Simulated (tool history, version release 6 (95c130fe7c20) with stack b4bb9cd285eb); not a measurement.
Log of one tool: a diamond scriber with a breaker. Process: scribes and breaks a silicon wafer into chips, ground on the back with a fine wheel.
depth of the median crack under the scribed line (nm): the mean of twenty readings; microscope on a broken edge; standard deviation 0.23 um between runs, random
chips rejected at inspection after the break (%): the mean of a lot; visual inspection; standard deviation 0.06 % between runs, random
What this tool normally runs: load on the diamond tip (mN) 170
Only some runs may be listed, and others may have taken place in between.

run,hour,load on the diamond tip (mN),wafers since the last listed run,hours since the diamond tip was replaced,hours since the load on the tip was calibrated,"incoming depth of the damage left on the back of the incoming wafer, um",depth of the median crack under the scribed line (nm),chips rejected at inspection after the break (%)
1,0.0,146,0,332.3,753.9,1.50,9760,7.10
2,14.5,146,45,346.8,768.4,1.83,9950,7.67
3,28.6,146,44,360.9,782.5,2.28,9790,7.80
4,35.7,170,22,368.0,789.6,2.66,10340,3.71
5,51.1,170,48,383.4,805.0,2.31,10250,3.56
6,58.6,170,23,390.9,812.5,2.06,10540,3.53
7,74.5,170,49,406.8,828.4,1.64,10390,3.40
8,86.0,170,36,418.3,839.9,2.02,10060,3.76
9,108.6,170,70,440.9,862.5,2.08,10550,4.54
10,116.6,170,25,448.9,870.5,2.65,10250,5.01
11,123.9,170,22,456.2,877.8,1.87,10350,4.22
12,131.0,170,22,463.3,884.9,2.67,10350,5.03
13,144.6,170,42,476.9,898.5,2.21,10210,4.90
14,161.6,170,53,493.9,915.5,2.37,10030,5.35
15,173.9,191,38,506.2,927.8,2.91,11040,3.17
# hour 180.3: load on the tip recalibrated
16,183.7,170,24,516.0,3.4,2.73,9650,6.08
17,200.8,170,53,533.1,20.5,1.57,10190,5.09
# hour 205.4: diamond tip replaced by a new one
18,214.9,145,37,9.5,34.6,1.94,8410,19.40
19,237.6,208,71,32.2,57.3,1.92,10250,4.27
20,253.7,170,50,48.3,73.4,2.22,8920,13.33
# hour 256.7: diamond tip replaced by a new one, repeated, since the last time left the tool worse
21,261.0,215,16,4.3,80.7,2.82,13210,5.07
22,267.0,122,18,10.3,86.7,2.35,9950,9.02
23,274.2,170,22,17.5,93.9,1.65,11770,1.11
24,285.4,209,35,28.7,105.1,2.95,13480,4.24
25,301.5,194,50,44.8,121.2,1.60,12720,1.86
26,342.0,170,126,85.3,161.7,1.52,11440,1.25
27,351.6,170,30,94.9,171.3,1.77,11530,1.34
28,371.2,205,61,114.5,190.9,2.51,12980,2.81
29,378.8,149,23,122.1,198.5,2.85,10580,4.70

Hidden state or all else? Some run-to-run changes of depth of the median crack under the scribed line (nm), split into what the settings, what came in and random variation would give without the hidden state, and what is left for the hidden state (with any gauge scatter that isn't in both results):
The hidden state here: share of the diamond tip's cutting effectiveness lost through wear, %; deviation of the load on the tip from its setpoint, %.
Run 17 -> 18: load on the diamond tip (mN) 170 -> 145, diamond tip replaced by a new one. depth of the median crack under the scribed line (nm) -1780: hidden state -700, all else -1080.
Run 20 -> 21: load on the diamond tip (mN) 170 -> 215, diamond tip replaced by a new one, repeated, since the last time left the tool worse. depth of the median crack under the scribed line (nm) +4290: hidden state +2580, all else +1710.
Run 21 -> 22: load on the diamond tip (mN) 215 -> 122. depth of the median crack under the scribed line (nm) -3260: hidden state +10, all else -3270.

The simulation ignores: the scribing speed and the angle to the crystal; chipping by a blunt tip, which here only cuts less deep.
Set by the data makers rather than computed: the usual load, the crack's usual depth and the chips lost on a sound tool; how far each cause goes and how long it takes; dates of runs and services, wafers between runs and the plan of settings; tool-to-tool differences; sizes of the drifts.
